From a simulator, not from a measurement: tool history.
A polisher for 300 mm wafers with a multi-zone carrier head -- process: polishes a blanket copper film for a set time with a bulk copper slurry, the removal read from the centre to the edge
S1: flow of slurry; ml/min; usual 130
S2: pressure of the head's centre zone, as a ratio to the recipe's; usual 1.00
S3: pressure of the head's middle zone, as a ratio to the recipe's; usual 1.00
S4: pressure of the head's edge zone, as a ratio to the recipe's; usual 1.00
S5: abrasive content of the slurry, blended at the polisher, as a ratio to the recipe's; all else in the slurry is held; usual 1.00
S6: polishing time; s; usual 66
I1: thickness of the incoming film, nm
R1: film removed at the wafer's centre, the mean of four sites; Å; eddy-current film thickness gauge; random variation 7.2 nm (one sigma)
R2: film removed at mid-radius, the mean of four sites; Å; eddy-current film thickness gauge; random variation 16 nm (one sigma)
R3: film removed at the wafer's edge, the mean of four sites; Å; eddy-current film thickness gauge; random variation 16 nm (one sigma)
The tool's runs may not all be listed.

run    day   S1    S2    S3    S4    S5  S6      I1     R1     R2     R3
  1  0.000   85  1.00  1.00  1.00  1.00  49  3526.8   6847   7254   7685
  2  0.504  130  1.00  1.00  1.00  1.00  66  3560.3  10797  11260  11172
  3  0.783  130  1.00  1.00  1.00  1.00  66  3553.6  10676  11186  11178
  4  1.271  130  1.00  1.00  1.00  1.00  66  3562.8  10665  10918  11080
  5  1.796  130  0.92  1.00  1.00  1.00  78  3560.7  11311  13143  13024
  6  2.383  130  0.95  0.88  0.92  1.00  66  3523.6   9818   9752  10479
     2.929  -- worn pad replaced by a new one
  7  2.950  130  0.96  0.89  1.07  1.00  84  3558.0  13508  13039  15230
     3.112  -- centre zone pressure recalibrated
  8  3.258  130  1.00  1.00  1.00  1.00  66  3536.9  11135  11288  11795
  9  3.667  105  1.00  1.00  1.00  1.00  76  3544.6  11604  12410  12594
 10  4.342  130  1.00  0.96  1.00  1.00  60  3591.7   9827   9777  10313
 11  4.608  130  1.00  1.00  1.00  1.00  66  3525.4  10746  11140  11288
 12  5.004  130  1.12  1.00  1.07  1.10  66  3541.5  12050  11324  11918
 13  5.750  145  0.92  1.00  1.00  1.00  66  3487.4  10042  11510  11727
 14  6.488  130  1.00  1.00  1.12  1.00  72  3523.7  11436  11635  12851
 15  7.154  150  1.00  1.00  1.00  1.00  66  3481.5  10760  11112  11478
     7.504  -- worn pad replaced by a new one
 16  7.646  115  1.00  0.92  1.00  1.20  50  3494.9   8103   7850   8598
 17  8.267  110  1.00  0.95  0.94  1.00  88  3547.5  13049  13465  14020
 18  8.946  150  0.90  1.00  1.00  0.90  44  3543.1   6552   7312   7611
 19  9.250  130  1.00  1.00  0.94  1.00  66  3582.0  10330  10922  10738
     9.588  -- slurry nozzle cleaned
 20  9.642  130  1.00  1.00  1.00  1.00  66  3533.4  11030  11372  11922

5 options for the next run, each taken on its own from the tool as it stands now. Forecast them:
  A  9.658  130  1.00  1.00  1.00  1.00  66  3505.0   ?   ?   ?
  B  9.658  100  1.00  1.00  1.00  1.00  76  3505.0   ?   ?   ?
  C  9.658  170  1.06  0.88  1.00  0.75  66  3505.0   ?   ?   ?
  D  9.658  100  1.00  1.00  1.00  1.10  66  3505.0   ?   ?   ?
  E  9.658  130  1.07  1.00  1.00  1.00  66  3505.0   ?   ?   ?

run     R1     R2     R3
  A  11092  11384  11311
  B  11714  12160  12369
  C  11909  10323  11254
  D  10343  10737  10922
  E  11823  11380  11311
With the hidden condition removed and each run's random variation left untouched, the same runs would have given:
run     R1     R2     R3
  A  11470  11762  11666
  B  12142  12588  12771
  C  12294  10651  11597
  D  10722  11116  11277
  E  12227  11758  11666

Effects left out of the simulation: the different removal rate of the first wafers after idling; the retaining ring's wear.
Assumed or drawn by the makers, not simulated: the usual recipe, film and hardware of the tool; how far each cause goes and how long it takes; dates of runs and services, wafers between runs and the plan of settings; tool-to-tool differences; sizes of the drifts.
